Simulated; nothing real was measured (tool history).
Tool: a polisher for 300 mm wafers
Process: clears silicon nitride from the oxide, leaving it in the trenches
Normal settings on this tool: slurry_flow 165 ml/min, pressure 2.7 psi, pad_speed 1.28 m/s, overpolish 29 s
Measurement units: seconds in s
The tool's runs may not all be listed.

| run | day | slurry_flow | pressure | pad_speed | overpolish | incoming thickness of the incoming film, nm | seconds |
|---|---|---|---|---|---|---|---|
| 1 | 0 | 165 | 2.7 | 1.28 | 29 | 139.7 | 106.4 |
| 2 | 0.621 | 165 | 2.7 | 1.28 | 29 | 141.9 | 108.9 |
| 3 | 1.308 | 165 | 2.7 | 1.28 | 29 | 141.2 | 108 |
| 4 | 1.696 | 165 | 2.7 | 1.28 | 29 | 139.8 | 109 |
| 5 | 2.021 | 165 | 2.7 | 1.28 | 29 | 141.9 | 112 |
| 6 | 2.333 | 165 | 2.7 | 1.28 | 29 | 138.3 | 107 |
| 7 | 3.054 | 165 | 2.7 | 1.28 | 29 | 142.2 | 111.3 |
| 8 | 3.658 | 165 | 2.7 | 1.28 | 29 | 141.2 | 110.1 |
| 9 | 4.221 | 165 | 2.7 | 1.28 | 29 | 141.6 | 110.3 |
|  | 4.708 | worn pad replaced by a new one |
| 10 | 4.817 | 185 | 2.7 | 1.28 | 29 | 140.5 | 111.4 |
| 11 | 5.133 | 185 | 2.7 | 1.28 | 29 | 140.3 | 112.6 |
| 12 | 5.767 | 185 | 2.7 | 1.28 | 29 | 139.5 | 114.1 |
| 13 | 6.242 | 190 | 2.7 | 1.28 | 29 | 138.3 | 111.3 |

Predict the results of run 14:
| 14 | 6.862 | 165 | 2.7 | 1.28 | 29 | 140.6 | ? |

{"run 14": {"seconds": 118.4}}
Were there no unlogged condition in the tool, this run, its random variation unchanged, would have produced seconds 100.9 s.

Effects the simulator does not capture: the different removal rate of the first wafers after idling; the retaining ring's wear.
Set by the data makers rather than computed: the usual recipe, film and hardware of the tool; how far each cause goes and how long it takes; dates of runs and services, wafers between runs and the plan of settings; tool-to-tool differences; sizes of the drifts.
